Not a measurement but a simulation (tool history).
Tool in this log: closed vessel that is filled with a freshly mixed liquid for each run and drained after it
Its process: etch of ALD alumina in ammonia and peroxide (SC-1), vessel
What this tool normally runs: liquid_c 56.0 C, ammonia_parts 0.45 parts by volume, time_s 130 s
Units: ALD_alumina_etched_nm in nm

run	hour	liquid_c	ammonia_parts	time_s	wafers since the last listed run	hours since the thermometer was replaced	hours since the ammonia flow meter was replaced	hours since the drum of ammonia solution was connected	hours since the gauge calibration	read-back film thickness of the ALD alumina reference wafer, read on the same gauge (nm)	ALD_alumina_etched_nm
1	0.0	56.0	0.50	130	0	1070.1	602.8	471.3	977.3	80.01	10.60
2	53.2	56.0	0.55	70	3801	1123.3	656.0	524.5	1030.5	80.02	5.77
3	152.5	56.0	0.45	130	7095	1222.6	755.3	623.8	1129.8	80.03	10.64
4	210.0	56.0	0.45	130	4108	1280.1	812.8	681.3	1187.3	79.99	10.63
5	255.0	56.0	0.45	175	3215	1325.1	857.8	726.3	1232.3	80.00	14.15
# hour 338.0: thermometer replaced
6	340.9	56.0	0.45	175	6066	2.9	943.7	812.2	1318.2	80.00	13.65
7	405.4	56.0	0.45	130	4608	67.4	1008.2	876.7	1382.7	80.01	10.21
# hour 462.0: ammonia flow meter replaced
8	475.7	56.0	0.45	130	4951	137.7	13.7	947.0	1453.0	79.99	10.32
# hour 538.0: new drum of ammonia solution connected
9	561.4	56.0	0.45	130	6052	223.4	99.4	23.4	1538.7	80.01	10.28
10	607.6	56.0	0.45	130	3301	269.6	145.6	69.6	1584.9	80.00	10.34
11	669.1	56.0	0.45	130	4394	331.1	207.1	131.1	1646.4	80.01	10.19
12	722.2	56.0	0.45	130	3794	384.2	260.2	184.2	1699.5	80.00	10.24
# hour 734.0: gauge calibrated
13	806.8	56.0	0.25	175	6045	468.8	344.8	268.8	72.8	80.01	13.04
14	895.9	56.0	0.45	130	6366	557.9	433.9	357.9	161.9	79.98	10.32
15	967.9	50.5	0.60	130	5144	629.9	505.9	429.9	233.9	80.00	7.90
16	1009.5	63.0	0.45	165	2972	671.5	547.5	471.5	275.5	80.02	18.95
17	1084.3	56.0	0.55	75	5344	746.3	622.3	546.3	350.3	80.02	6.12
18	1153.1	56.0	0.45	55	4916	815.1	691.1	615.1	419.1	80.03	4.45
19	1251.6	49.0	0.40	175	7038	913.6	789.6	713.6	517.6	80.00	9.61
20	1310.0	56.0	0.60	130	4173	972.0	848.0	772.0	576.0	80.00	10.76
21	1359.1	56.0	0.60	200	3508	1021.1	897.1	821.1	625.1	79.98	16.55
# hour 1408.2: new drum of ammonia solution connected
# hour 1413.4: ammonia flow meter replaced
22	1413.9	49.0	0.35	65	3772	1075.9	0.5	5.7	679.9	79.98	3.54
# hour 1478.7: thermometer replaced
23	1505.4	64.5	0.30	55	6466	26.7	92.0	97.2	771.4	80.00	6.43
24	1594.8	50.5	0.60	105	6388	116.1	181.4	186.6	860.8	79.98	6.35
25	1741.1	49.5	0.40	175	10454	262.4	327.7	332.9	1007.1	79.97	9.69
26	1819.7	59.0	0.40	130	5616	341.0	406.3	411.5	1085.7	80.02	11.79
27	1868.0	56.0	0.45	130	3451	389.3	454.6	459.8	1134.0	79.97	10.36
28	1911.9	61.5	0.60	190	3136	433.2	498.5	503.7	1177.9	80.02	20.40
29	1998.7	52.0	0.45	130	6202	520.0	585.3	590.5	1264.7	79.99	8.33
30	2060.9	48.0	0.55	85	4444	582.2	647.5	652.7	1326.9	80.02	4.50

Below are 3 alternative next runs, each starting from the tool's condition after run 30. Predict each:
A	2061.6	56.0	0.45	70	50	582.9	648.2	653.4	1327.6	?	?
B	2061.6	56.0	0.45	85	50	582.9	648.2	653.4	1327.6	?	?
C	2061.6	47.0	0.45	165	50	582.9	648.2	653.4	1327.6	?	?

run	read-back film thickness of the ALD alumina reference wafer, read on the same gauge (nm)	ALD_alumina_etched_nm
A	80.00	5.63
B	80.00	6.84
C	80.00	8.15
With no hidden state in the tool, these same runs would have given:
run	ALD_alumina_etched_nm
A	5.50
B	6.68
C	7.94
